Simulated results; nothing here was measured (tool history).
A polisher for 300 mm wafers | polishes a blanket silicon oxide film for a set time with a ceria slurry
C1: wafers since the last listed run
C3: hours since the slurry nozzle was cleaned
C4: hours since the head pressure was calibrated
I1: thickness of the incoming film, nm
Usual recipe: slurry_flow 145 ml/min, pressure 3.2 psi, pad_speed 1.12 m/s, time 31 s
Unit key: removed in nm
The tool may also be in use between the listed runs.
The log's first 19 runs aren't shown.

{"run": 20, "hour": 1184.9, "slurry_flow": 145, "pressure": 3.2, "pad_speed": 1.12, "time": 31, "C1": 589, "wafers polished on this pad": 4117, "C3": 140.1, "C4": 584.3, "I1": 1683.4, "removed": 143.5}
{"run": 21, "hour": 1210.2, "slurry_flow": 175, "pressure": 3.8, "pad_speed": 1.12, "time": 31, "C1": 356, "wafers polished on this pad": 4474, "C3": 165.4, "C4": 609.6, "I1": 1656.2, "removed": 160.3}
{"run": 22, "hour": 1264.8, "slurry_flow": 145, "pressure": 4.1, "pad_speed": 0.88, "time": 31, "C1": 769, "wafers polished on this pad": 5244, "C3": 220.0, "C4": 664.2, "I1": 1653.6, "removed": 143.5}
{"hour": 1302.5, "done": "worn pad replaced by a new one"}
{"run": 23, "hour": 1322.4, "slurry_flow": 145, "pressure": 3.2, "pad_speed": 1.12, "time": 36, "C1": 755, "wafers polished on this pad": 281, "C3": 277.6, "C4": 721.8, "I1": 1633.4, "removed": 162.7}
{"hour": 1348.1, "done": "head pressure recalibrated"}
{"run": 24, "hour": 1376.0, "slurry_flow": 145, "pressure": 3.2, "pad_speed": 1.12, "time": 31, "C1": 727, "wafers polished on this pad": 1008, "C3": 331.2, "C4": 27.9, "I1": 1654.0, "removed": 138.6}
{"run": 25, "hour": 1405.7, "slurry_flow": 145, "pressure": 3.2, "pad_speed": 1.12, "time": 31, "C1": 418, "wafers polished on this pad": 1427, "C3": 360.9, "C4": 57.6, "I1": 1643.4, "removed": 136.8}
{"run": 26, "hour": 1449.3, "slurry_flow": 145, "pressure": 3.2, "pad_speed": 1.12, "time": 31, "C1": 614, "wafers polished on this pad": 2041, "C3": 404.5, "C4": 101.2, "I1": 1666.7, "removed": 139.7}
{"run": 27, "hour": 1505.9, "slurry_flow": 145, "pressure": 3.2, "pad_speed": 1.12, "time": 31, "C1": 797, "wafers polished on this pad": 2839, "C3": 461.1, "C4": 157.8, "I1": 1666.3, "removed": 135.7}
{"run": 28, "hour": 1551.5, "slurry_flow": 145, "pressure": 3.2, "pad_speed": 1.12, "time": 31, "C1": 642, "wafers polished on this pad": 3482, "C3": 506.7, "C4": 203.4, "I1": 1694.2, "removed": 134.4}
{"run": 29, "hour": 1581.0, "slurry_flow": 145, "pressure": 3.5, "pad_speed": 1.12, "time": 31, "C1": 415, "wafers polished on this pad": 3898, "C3": 536.2, "C4": 232.9, "I1": 1677.0, "removed": 142.5}
{"hour": 1667.7, "done": "worn pad replaced by a new one"}
{"run": 30, "hour": 1679.1, "slurry_flow": 145, "pressure": 3.2, "pad_speed": 1.12, "time": 31, "C1": 1326, "wafers polished on this pad": 161, "C3": 634.3, "C4": 331.0, "I1": 1670.9, "removed": 133.8}
{"hour": 1700.0, "done": "slurry nozzle cleaned"}
{"run": 31, "hour": 1720.3, "slurry_flow": 145, "pressure": 2.8, "pad_speed": 1.12, "time": 31, "C1": 566, "wafers polished on this pad": 727, "C3": 20.3, "C4": 372.2, "I1": 1670.4, "removed": 132.3}
{"run": 32, "hour": 1808.3, "slurry_flow": 165, "pressure": 3.6, "pad_speed": 0.86, "time": 31, "C1": 1240, "wafers polished on this pad": 1968, "C3": 108.3, "C4": 460.2, "I1": 1665.0, "removed": 132.9}
{"run": 33, "hour": 1843.0, "slurry_flow": 115, "pressure": 4.0, "pad_speed": 1.12, "time": 37, "C1": 489, "wafers polished on this pad": 2457, "C3": 143.0, "C4": 494.9, "I1": 1655.1, "removed": 187.5}

Below are 5 alternative next runs, each starting from the tool's condition after run 33. Predict each:
{"run": "A", "hour": 1843.4, "slurry_flow": 145, "pressure": 3.2, "pad_speed": 1.12, "time": 23, "C1": 5, "wafers polished on this pad": 2463, "C3": 143.4, "C4": 495.3, "I1": 1633.1, "removed": "?"}
{"run": "B", "hour": 1843.4, "slurry_flow": 110, "pressure": 3.6, "pad_speed": 1.12, "time": 31, "C1": 5, "wafers polished on this pad": 2463, "C3": 143.4, "C4": 495.3, "I1": 1633.1, "removed": "?"}
{"run": "C", "hour": 1843.4, "slurry_flow": 160, "pressure": 3.2, "pad_speed": 0.86, "time": 40, "C1": 5, "wafers polished on this pad": 2463, "C3": 143.4, "C4": 495.3, "I1": 1633.1, "removed": "?"}
{"run": "D", "hour": 1843.4, "slurry_flow": 125, "pressure": 3.2, "pad_speed": 1.38, "time": 31, "C1": 5, "wafers polished on this pad": 2463, "C3": 143.4, "C4": 495.3, "I1": 1633.1, "removed": "?"}
{"run": "E", "hour": 1843.4, "slurry_flow": 120, "pressure": 3.2, "pad_speed": 1.12, "time": 31, "C1": 5, "wafers polished on this pad": 2463, "C3": 143.4, "C4": 495.3, "I1": 1633.1, "removed": "?"}

run=A removed=104.5
run=B removed=147.8
run=C removed=155.9
run=D removed=159.3
run=E removed=137.7
Take away the tool's hidden state, keep each run's random variation, and the runs would have read:
run=A removed=105.9
run=B removed=150.1
run=C removed=157.9
run=D removed=161.6
run=E removed=139.7
